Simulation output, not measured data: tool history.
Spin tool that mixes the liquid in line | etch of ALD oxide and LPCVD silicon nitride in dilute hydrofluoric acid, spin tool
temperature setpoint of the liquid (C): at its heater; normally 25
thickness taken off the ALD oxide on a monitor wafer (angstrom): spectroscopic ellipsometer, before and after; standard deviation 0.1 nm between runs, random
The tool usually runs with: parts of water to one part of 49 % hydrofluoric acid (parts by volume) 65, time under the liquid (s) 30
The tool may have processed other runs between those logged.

run,hour,temperature setpoint of the liquid (C),parts of water to one part of 49 % hydrofluoric acid (parts by volume),time under the liquid (s),"read-back film thickness of the ALD oxide reference wafer, read on the same gauge (nm)",thickness taken off the ALD oxide on a monitor wafer (angstrom)
1,0,25,65,20,140.01,75.3
2,130.1,25,65,20,139.97,74.4
3,171.9,25,45,40,140.04,221.1
4,234.5,25,45,40,140.01,220.6
5,277.4,25,65,30,140,110.7
6,321.8,25,65,30,140.01,110.8
7,357.8,25,65,45,140.01,163.7
8,428.2,25,65,45,140.05,165.1
# hour 464.6: gauge calibrated
9,474,25,45,20,139.99,108.5
# hour 499.5: hydrofluoric acid flow meter replaced
10,520.4,25,45,20,140.01,114.1
11,583.3,27.5,65,30,139.99,127.9
12,654.5,27.5,65,30,139.97,128.2
13,693.3,27.5,65,30,140.01,125.9
14,745.6,23,65,30,139.97,105.4
# hour 779: thermometer replaced
15,790.4,25,65,15,140,56.8
16,816.9,27,65,30,139.98,120.6
17,852.2,25,45,20,140.02,112.3
18,1017.2,25,65,30,139.99,111.4
19,1065.7,20.5,35,45,139.99,266
20,1122.4,25,65,30,139.98,108.9
21,1173.5,20,65,35,140,103.8
22,1245.2,25,65,40,140,146.4
23,1308.5,22.5,90,15,139.97,34.9
24,1337.5,25,45,40,140,215.3
25,1370.3,26.5,90,45,140.01,121.6
26,1412.4,21,50,20,140.03,80.9

Below are 4 alternative next runs, each starting from the tool's condition after run 26. Predict each:
A,1412.8,25,65,30,?,?
B,1412.8,25,45,45,?,?
C,1412.8,25,90,15,?,?
D,1412.8,28,80,15,?,?

run,"read-back film thickness of the ALD oxide reference wafer, read on the same gauge (nm)",thickness taken off the ALD oxide on a monitor wafer (angstrom)
A,139.99,107
B,139.99,238.7
C,139.99,37.3
D,139.99,47.9
Without the tool's unlogged condition, the same runs would have read:
run,thickness taken off the ALD oxide on a monitor wafer (angstrom)
A,115.6
B,257.3
C,40.4
D,51.8
